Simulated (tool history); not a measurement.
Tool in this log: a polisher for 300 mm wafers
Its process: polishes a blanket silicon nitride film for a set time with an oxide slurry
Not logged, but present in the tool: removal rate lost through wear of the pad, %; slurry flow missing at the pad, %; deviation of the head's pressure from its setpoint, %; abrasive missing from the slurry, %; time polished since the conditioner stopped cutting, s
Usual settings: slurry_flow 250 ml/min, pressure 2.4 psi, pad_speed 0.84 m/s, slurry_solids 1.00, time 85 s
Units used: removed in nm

run	hour	slurry_flow	pressure	pad_speed	slurry_solids	time	wafers since the last listed run	wafers polished on this pad	hours since the slurry nozzle was cleaned	hours since the head pressure was calibrated	hours since the slurry blender was calibrated	hours since the conditioning disc was replaced	incoming thickness of the incoming film, nm	removed
1	0.0	250	2.4	0.84	1.00	85	0	3408	480.7	92.9	357.0	313.1	607.9	34.6
2	39.6	250	2.4	0.56	1.00	107	511	3919	520.3	132.5	396.6	352.7	599.9	30.8
3	125.5	250	2.7	0.84	1.00	56	1109	5028	606.2	218.4	482.5	438.6	607.1	25.6
# hour 165.8: slurry nozzle cleaned
4	172.6	250	1.7	0.76	1.00	85	595	5624	6.8	265.5	529.6	485.7	619.0	23.0
# hour 209.3: slurry blender recalibrated
5	238.3	330	1.7	0.84	0.85	85	822	6446	72.5	331.2	29.0	551.4	609.3	21.8
# hour 272.2: worn pad replaced by a new one, of another model than before
# hour 275.9: conditioning disc replaced and pad reconditioned
6	276.6	250	2.4	0.84	1.00	85	417	31	110.8	369.5	67.3	0.7	609.8	34.6
7	411.9	315	2.9	0.84	0.85	62	1746	1778	246.1	504.8	202.6	136.0	608.6	24.1
# hour 493.7: head pressure recalibrated
8	570.6	250	2.2	0.84	1.00	85	2023	3801	404.8	76.9	361.3	294.7	604.3	31.7
9	626.8	250	1.7	0.84	1.00	55	725	4527	461.0	133.1	417.5	350.9	601.7	18.1
10	697.3	250	2.4	0.84	1.00	85	910	5437	531.5	203.6	488.0	421.4	611.7	33.2
# hour 745.3: slurry nozzle cleaned
# hour 789.3: conditioning disc replaced and pad reconditioned
# hour 799.4: slurry blender recalibrated
# hour 812.0: worn pad replaced by a new one
11	849.3	250	1.7	0.84	1.00	73	1846	481	104.0	355.6	49.9	60.0	614.2	25.3
12	954.2	250	2.4	0.70	0.70	85	1354	1836	208.9	460.5	154.8	164.9	608.5	21.2
13	979.3	310	2.4	0.84	1.00	96	324	2160	234.0	485.6	179.9	190.0	605.8	38.9
# hour 1012.4: head pressure recalibrated
14	1018.3	250	2.4	0.84	1.00	85	477	2637	273.0	5.9	218.9	229.0	603.5	33.2
15	1046.7	325	2.4	0.70	1.10	85	366	3004	301.4	34.3	247.3	257.4	613.5	34.4
16	1081.1	220	2.8	0.84	1.00	85	444	3448	335.8	68.7	281.7	291.8	608.2	35.5
17	1138.6	250	2.4	0.84	1.00	85	742	4191	393.3	126.2	339.2	349.3	615.4	33.5
18	1281.3	325	3.1	0.66	1.10	85	1842	6033	536.0	268.9	481.9	492.0	621.5	38.1
19	1306.3	250	1.8	0.84	1.00	85	322	6356	561.0	293.9	506.9	517.0	611.1	28.8
# hour 1316.4: conditioning disc replaced and pad reconditioned
# hour 1323.5: worn pad replaced by a new one
# hour 1365.1: slurry blender recalibrated
20	1369.5	250	2.2	0.72	1.00	85	712	568	624.2	357.1	4.4	53.1	611.1	29.3
# hour 1379.2: slurry nozzle cleaned
21	1394.9	200	2.4	0.84	1.20	85	315	883	15.7	382.5	29.8	78.5	606.2	37.3
22	1451.2	250	2.4	0.84	1.00	70	726	1610	72.0	438.8	86.1	134.8	608.6	28.6
23	1490.7	250	2.4	0.94	1.00	115	509	2120	111.5	478.3	125.6	174.3	615.8	49.1
# hour 1517.9: head pressure recalibrated
24	1552.4	180	3.1	0.84	1.00	57	770	2891	173.2	34.5	187.3	236.0	602.0	24.3
25	1592.0	250	2.4	0.84	1.00	85	511	3402	212.8	74.1	226.9	275.6	618.4	33.3

Predict each of these 4 candidate next runs independently; none follows another, all start after run 25:
A	1592.4	250	2.4	0.84	1.00	85	5	3407	213.2	74.5	227.3	276.0	619.9	?
B	1592.4	340	3.0	0.84	1.00	113	5	3407	213.2	74.5	227.3	276.0	619.9	?
C	1592.4	250	2.4	1.10	1.00	75	5	3407	213.2	74.5	227.3	276.0	619.9	?
D	1592.4	250	3.1	0.84	1.00	61	5	3407	213.2	74.5	227.3	276.0	619.9	?

run	removed
A	33.3
B	52.3
C	33.6
D	27.4
Stripped of hidden state, with their random variation kept, the same runs would have yielded:
run	removed
A	35.1
B	54.3
C	35.4
D	28.9

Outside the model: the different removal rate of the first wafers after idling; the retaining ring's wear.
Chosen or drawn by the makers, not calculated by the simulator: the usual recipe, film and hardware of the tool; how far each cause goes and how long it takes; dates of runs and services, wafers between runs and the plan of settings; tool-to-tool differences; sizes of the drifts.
